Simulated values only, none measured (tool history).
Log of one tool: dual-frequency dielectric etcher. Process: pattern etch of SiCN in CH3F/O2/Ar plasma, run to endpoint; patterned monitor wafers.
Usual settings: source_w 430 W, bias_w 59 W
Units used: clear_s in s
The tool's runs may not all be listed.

run	hour	source_w	bias_w	incoming incoming film thickness, nm	clear_s
1	0	430	59	6.15	16
2	53.3	430	59	6.09	15.9
3	124	430	59	6.03	15.5
# hour 174.6: wet clean of the chamber
4	177.5	430	59	6.14	16.5
# hour 236.5: upper electrode replaced
5	239.6	430	59	6.07	16.1
# hour 262.3: bias power generator calibrated
6	293.9	430	59	6.11	16.2
7	359.2	430	59	6.03	15.8
8	383.9	430	59	6.1	15.9
# hour 391.9: source power generator calibrated
9	421.4	380	68	6.13	15.5
10	450.5	470	72	6.13	14.3
# hour 518.7: wet clean of the chamber
11	519.2	390	45	6.08	18.9
12	545.9	430	59	6.16	16.5
13	614.3	430	59	6.11	16.3
14	684.1	320	74	6.14	15.9

What the log doesn't show, run by run:
source power that arrives over what is set, %: 0 in every run
bias power that arrives over what is set, %: 0 in every run
H1: etch rate over this chamber's usual, %
run	H1
1	2.67
2	3.46
3	4.51
4	0.262
5	1.18
6	1.99
7	2.96
8	3.33
9	3.89
10	4.32
11	-0.188
12	0.208
13	1.22
14	2.26
